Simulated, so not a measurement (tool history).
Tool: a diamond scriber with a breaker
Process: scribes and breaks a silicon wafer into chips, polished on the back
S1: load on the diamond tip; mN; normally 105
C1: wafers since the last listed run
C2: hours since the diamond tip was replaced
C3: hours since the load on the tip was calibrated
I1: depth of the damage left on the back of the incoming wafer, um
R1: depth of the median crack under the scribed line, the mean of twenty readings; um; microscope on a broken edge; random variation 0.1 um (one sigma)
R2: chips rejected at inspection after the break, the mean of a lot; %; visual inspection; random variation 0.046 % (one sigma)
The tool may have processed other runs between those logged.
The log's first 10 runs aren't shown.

| run | hour | S1 | C1 | C2 | C3 | I1 | R1 | R2 |
|---|---|---|---|---|---|---|---|---|
| 11 | 275.4 | 119 | 39 | 768.1 | 1134.6 | 0.01 | 9.50 | 0.74 |
| 12 | 296.0 | 83 | 53 | 788.7 | 1155.2 | 0.04 | 7.38 | 6.97 |
| 13 | 327.6 | 84 | 82 | 820.3 | 1186.8 | 0.02 | 7.38 | 7.03 |
| 14 | 361.4 | 84 | 87 | 854.1 | 1220.6 | 0.01 | 7.35 | 7.11 |
|  | 394.7 | diamond tip replaced by a new one |
| 15 | 405.4 | 84 | 109 | 10.7 | 1264.6 | 0.01 | 7.31 | 7.52 |
| 16 | 421.8 | 105 | 42 | 27.1 | 1281.0 | 0.03 | 8.33 | 1.42 |
| 17 | 443.2 | 105 | 55 | 48.5 | 1302.4 | 0.02 | 8.58 | 1.41 |
| 18 | 458.4 | 105 | 39 | 63.7 | 1317.6 | 0.02 | 8.48 | 1.24 |
| 19 | 477.9 | 105 | 50 | 83.2 | 1337.1 | 0.02 | 8.43 | 1.33 |
| 20 | 511.3 | 79 | 86 | 116.6 | 1370.5 | 0.01 | 7.05 | 11.20 |
| 21 | 543.5 | 134 | 83 | 148.8 | 1402.7 | 0.02 | 10.04 | 1.95 |
| 22 | 618.4 | 105 | 194 | 223.7 | 1477.6 | 0.02 | 8.55 | 1.94 |
|  | 620.6 | load on the tip recalibrated |
| 23 | 651.7 | 85 | 81 | 257.0 | 31.1 | 0.04 | 6.77 | 11.89 |
| 24 | 676.9 | 128 | 65 | 282.2 | 56.3 | 0.03 | 9.02 | 0.65 |
| 25 | 753.5 | 94 | 198 | 358.8 | 132.9 | 0.04 | 7.20 | 8.18 |
| 26 | 777.9 | 121 | 63 | 383.2 | 157.3 | 0.01 | 8.64 | 0.98 |
| 27 | 802.2 | 136 | 63 | 407.5 | 181.6 | 0.01 | 9.24 | 0.84 |
| 28 | 823.7 | 105 | 55 | 429.0 | 203.1 | 0.04 | 7.86 | 4.14 |

What does the tool deliver on the next run?
| 29 | 853.5 | 117 | 77 | 458.8 | 232.9 | 0.05 | ? | ? |

R1: 8.42 um
R2: 1.56 %
With no hidden state in the tool, this same run would have given R1 9.75 um, R2 1.55 %.
